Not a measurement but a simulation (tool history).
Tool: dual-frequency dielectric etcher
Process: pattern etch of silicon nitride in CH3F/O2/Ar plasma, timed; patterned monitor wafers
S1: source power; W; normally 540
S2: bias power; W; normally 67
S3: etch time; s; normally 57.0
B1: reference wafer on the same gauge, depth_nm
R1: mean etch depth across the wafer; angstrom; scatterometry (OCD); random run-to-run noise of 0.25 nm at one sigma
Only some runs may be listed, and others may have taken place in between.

{"run": 1, "day": 0.0, "S1": 540, "S2": 67, "S3": 57.0, "B1": 39.34, "R1": 441.1}
{"run": 2, "day": 4.171, "S1": 540, "S2": 67, "S3": 57.0, "B1": 39.25, "R1": 438.7}
{"day": 4.712, "done": "source power generator calibrated"}
{"run": 3, "day": 6.171, "S1": 540, "S2": 74, "S3": 57.0, "B1": 39.33, "R1": 448.6}
{"run": 4, "day": 9.283, "S1": 540, "S2": 74, "S3": 57.0, "B1": 39.3, "R1": 443.0}
{"run": 5, "day": 12.704, "S1": 540, "S2": 56, "S3": 57.0, "B1": 39.31, "R1": 418.3}
{"run": 6, "day": 17.033, "S1": 540, "S2": 56, "S3": 57.0, "B1": 39.28, "R1": 422.0}
{"run": 7, "day": 20.958, "S1": 680, "S2": 72, "S3": 57.0, "B1": 39.29, "R1": 466.0}
{"run": 8, "day": 23.733, "S1": 420, "S2": 62, "S3": 68.0, "B1": 39.31, "R1": 467.6}
{"day": 28.05, "done": "wet clean of the chamber"}
{"run": 9, "day": 28.071, "S1": 540, "S2": 67, "S3": 57.0, "B1": 39.28, "R1": 446.9}
{"run": 10, "day": 31.038, "S1": 440, "S2": 67, "S3": 57.0, "B1": 39.22, "R1": 416.0}
{"run": 11, "day": 34.288, "S1": 420, "S2": 67, "S3": 72.5, "B1": 39.25, "R1": 521.5}
{"day": 35.45, "done": "gauge calibrated"}
{"run": 12, "day": 37.812, "S1": 540, "S2": 67, "S3": 57.0, "B1": 39.33, "R1": 439.4}
{"day": 38.825, "done": "upper electrode replaced"}
{"run": 13, "day": 40.45, "S1": 630, "S2": 67, "S3": 52.0, "B1": 39.29, "R1": 416.8}
{"run": 14, "day": 42.758, "S1": 620, "S2": 62, "S3": 57.0, "B1": 39.29, "R1": 446.4}
{"run": 15, "day": 46.95, "S1": 540, "S2": 78, "S3": 57.0, "B1": 39.34, "R1": 442.1}
{"run": 16, "day": 50.829, "S1": 540, "S2": 67, "S3": 57.0, "B1": 39.26, "R1": 428.9}
{"run": 17, "day": 53.812, "S1": 600, "S2": 58, "S3": 46.5, "B1": 39.3, "R1": 345.8}
{"run": 18, "day": 55.438, "S1": 540, "S2": 67, "S3": 57.0, "B1": 39.29, "R1": 425.0}
{"run": 19, "day": 57.05, "S1": 540, "S2": 52, "S3": 44.5, "B1": 39.36, "R1": 319.3}
{"day": 59.679, "done": "wet clean of the chamber"}
{"run": 20, "day": 61.275, "S1": 470, "S2": 67, "S3": 57.0, "B1": 39.31, "R1": 422.3}
{"run": 21, "day": 65.45, "S1": 420, "S2": 76, "S3": 71.0, "B1": 39.32, "R1": 529.1}
{"run": 22, "day": 69.067, "S1": 540, "S2": 74, "S3": 57.0, "B1": 39.24, "R1": 442.9}
{"run": 23, "day": 70.925, "S1": 540, "S2": 82, "S3": 66.5, "B1": 39.34, "R1": 527.6}
{"run": 24, "day": 73.838, "S1": 630, "S2": 61, "S3": 67.5, "B1": 39.34, "R1": 530.4}
{"run": 25, "day": 76.429, "S1": 450, "S2": 57, "S3": 41.5, "B1": 39.32, "R1": 291.5}
{"run": 26, "day": 85.425, "S1": 540, "S2": 67, "S3": 57.0, "B1": 39.33, "R1": 430.6}
{"day": 89.246, "done": "wet clean of the chamber"}
{"run": 27, "day": 89.267, "S1": 500, "S2": 67, "S3": 57.0, "B1": 39.39, "R1": 434.2}
{"run": 28, "day": 91.725, "S1": 540, "S2": 67, "S3": 57.0, "B1": 39.33, "R1": 441.3}
{"run": 29, "day": 94.396, "S1": 660, "S2": 67, "S3": 65.5, "B1": 39.34, "R1": 540.1}

What if the next run were any one of these 5? Each begins from the tool's condition after run 29:
{"run": "A", "day": 94.412, "S1": 540, "S2": 71, "S3": 57.0, "B1": "?", "R1": "?"}
{"run": "B", "day": 94.412, "S1": 430, "S2": 55, "S3": 40.5, "B1": "?", "R1": "?"}
{"run": "C", "day": 94.412, "S1": 450, "S2": 76, "S3": 46.5, "B1": "?", "R1": "?"}
{"run": "D", "day": 94.412, "S1": 420, "S2": 67, "S3": 57.0, "B1": "?", "R1": "?"}
{"run": "E", "day": 94.412, "S1": 430, "S2": 57, "S3": 44.0, "B1": "?", "R1": "?"}

run=A B1=39.28 R1=447.8
run=B B1=39.28 R1=285.0
run=C B1=39.28 R1=352.5
run=D B1=39.28 R1=413.6
run=E B1=39.28 R1=311.6
Stripped of hidden state, with their random variation kept, the same runs would have yielded:
run=A R1=451.0
run=B R1=287.1
run=C R1=355.0
run=D R1=416.6
run=E R1=313.9
